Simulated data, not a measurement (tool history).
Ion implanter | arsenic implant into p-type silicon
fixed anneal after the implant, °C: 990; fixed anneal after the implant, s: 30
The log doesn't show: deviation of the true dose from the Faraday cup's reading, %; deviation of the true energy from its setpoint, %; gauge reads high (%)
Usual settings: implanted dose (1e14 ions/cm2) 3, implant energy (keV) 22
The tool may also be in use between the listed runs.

| run | hour | implanted dose (1e14 ions/cm2) | implant energy (keV) | wafers since the last listed run | hours since the last dose calibration | hours since the extraction supply was calibrated | hours since the gauge calibration | read-back reference wafer on the same gauge, sheet resistance | sheet resistance of the implanted and annealed layer (ohm/square) |
|---|---|---|---|---|---|---|---|---|---|
| 1 | 0 | 3 | 28 | 0 | 180.1 | 3216.7 | 332.7 | 343.03 | 306.69 |
| 2 | 10.1 | 3 | 28 | 161 | 190.2 | 3226.8 | 342.8 | 343.16 | 306.02 |
| 3 | 20.8 | 3.37 | 22 | 171 | 200.9 | 3237.5 | 353.5 | 343.06 | 290.67 |
| 4 | 37.4 | 3.37 | 22 | 265 | 217.5 | 3254.1 | 370.1 | 342.85 | 291.04 |
| 5 | 43.7 | 3.37 | 22 | 100 | 223.8 | 3260.4 | 376.4 | 342.82 | 290.85 |
| 6 | 57.2 | 3 | 19.5 | 216 | 237.3 | 3273.9 | 389.9 | 343.12 | 322.18 |
| 7 | 70.6 | 3 | 19.5 | 214 | 250.7 | 3287.3 | 403.3 | 343.01 | 322.33 |
|  | 78.2 | gauge calibrated |
| 8 | 81.6 | 3 | 19.5 | 176 | 261.7 | 3298.3 | 3.4 | 343.1 | 321.95 |
| 9 | 97.3 | 3 | 17.5 | 251 | 277.4 | 3314 | 19.1 | 343.14 | 326.16 |
| 10 | 106.4 | 2.73 | 22 | 145 | 286.5 | 3323.1 | 28.2 | 343.05 | 340.44 |
| 11 | 113.2 | 2.73 | 22 | 108 | 293.3 | 3329.9 | 35 | 342.92 | 339.87 |
| 12 | 126.7 | 2.73 | 22 | 216 | 306.8 | 3343.4 | 48.5 | 343.13 | 338.73 |
| 13 | 135.8 | 3 | 22 | 145 | 315.9 | 3352.5 | 57.6 | 342.67 | 316.03 |
| 14 | 148.1 | 2.38 | 22 | 196 | 328.2 | 3364.8 | 69.9 | 342.99 | 376.66 |
| 15 | 163.5 | 3 | 22 | 246 | 343.6 | 3380.2 | 85.3 | 342.98 | 316.75 |
|  | 174.5 | extraction supply calibrated |
| 16 | 175 | 3 | 22 | 56 | 355.1 | 0.5 | 96.8 | 342.8 | 316.61 |
| 17 | 183.6 | 2.62 | 22 | 137 | 363.7 | 9.1 | 105.4 | 342.85 | 348.96 |
| 18 | 197.6 | 2.73 | 22 | 224 | 377.7 | 23.1 | 119.4 | 343.05 | 339.63 |
| 19 | 205.8 | 2.73 | 22 | 131 | 385.9 | 31.3 | 127.6 | 342.89 | 339.74 |
| 20 | 214.7 | 3.5 | 17 | 142 | 394.8 | 40.2 | 136.5 | 342.8 | 290.3 |
| 21 | 225 | 3 | 22 | 164 | 405.1 | 50.5 | 146.8 | 343.05 | 316.14 |
| 22 | 232.3 | 2.66 | 14.5 | 116 | 412.4 | 57.8 | 154.1 | 342.86 | 364.75 |
| 23 | 244.4 | 2.69 | 16 | 193 | 424.5 | 69.9 | 166.2 | 342.91 | 356.61 |
| 24 | 259.6 | 2.64 | 22 | 243 | 439.7 | 85.1 | 181.4 | 343.03 | 348.53 |
| 25 | 273.7 | 3.84 | 17 | 225 | 453.8 | 99.2 | 195.5 | 343.25 | 270.15 |
|  | 286.2 | Faraday cup replaced and dose calibrated |
| 26 | 286.7 | 3 | 22 | 80 | 0.5 | 112.2 | 208.5 | 342.97 | 318.82 |
| 27 | 296.2 | 2.38 | 22 | 152 | 10 | 121.7 | 218 | 343.05 | 379.56 |
| 28 | 308.4 | 3 | 24.5 | 195 | 22.2 | 133.9 | 230.2 | 342.67 | 314.02 |
| 29 | 315.6 | 3.25 | 18.5 | 115 | 29.4 | 141.1 | 237.4 | 343.07 | 306.56 |
| 30 | 323.4 | 3.29 | 28.5 | 124 | 37.2 | 148.9 | 245.2 | 342.86 | 286.98 |
| 31 | 339.8 | 2.66 | 26 | 262 | 53.6 | 165.3 | 261.6 | 342.93 | 341.81 |
| 32 | 355.7 | 3 | 22 | 254 | 69.5 | 181.2 | 277.5 | 343.22 | 318.78 |
| 33 | 367.9 | 3.64 | 15.5 | 195 | 81.7 | 193.4 | 289.7 | 342.94 | 287.22 |
| 34 | 385.6 | 3 | 24 | 283 | 99.4 | 211.1 | 307.4 | 343.2 | 314.8 |
| 35 | 393.7 | 3 | 22 | 129 | 107.5 | 219.2 | 315.5 | 343.17 | 318.75 |
| 36 | 403.2 | 3 | 22 | 152 | 117 | 228.7 | 325 | 342.95 | 317.69 |

5 ways to go on from here, each from the tool as it stands after run 36. What would each give?
| A | 403.6 | 3 | 25.5 | 6 | 117.4 | 229.1 | 325.4 | ? | ? |
| B | 403.6 | 3.71 | 24.5 | 6 | 117.4 | 229.1 | 325.4 | ? | ? |
| C | 403.6 | 3 | 16.5 | 6 | 117.4 | 229.1 | 325.4 | ? | ? |
| D | 403.6 | 3.58 | 22 | 6 | 117.4 | 229.1 | 325.4 | ? | ? |
| E | 403.6 | 3 | 19 | 6 | 117.4 | 229.1 | 325.4 | ? | ? |

| run | read-back reference wafer on the same gauge, sheet resistance | sheet resistance of the implanted and annealed layer (ohm/square) |
|---|---|---|
| A | 342.71 | 312.45 |
| B | 342.71 | 267.71 |
| C | 342.71 | 330.5 |
| D | 342.71 | 278.98 |
| E | 342.71 | 324.84 |
Without the tool's hidden state the same runs would have given:
| run | sheet resistance of the implanted and annealed layer (ohm/square) |
|---|---|
| A | 313.22 |
| B | 268.38 |
| C | 331.33 |
| D | 279.67 |
| E | 325.65 |

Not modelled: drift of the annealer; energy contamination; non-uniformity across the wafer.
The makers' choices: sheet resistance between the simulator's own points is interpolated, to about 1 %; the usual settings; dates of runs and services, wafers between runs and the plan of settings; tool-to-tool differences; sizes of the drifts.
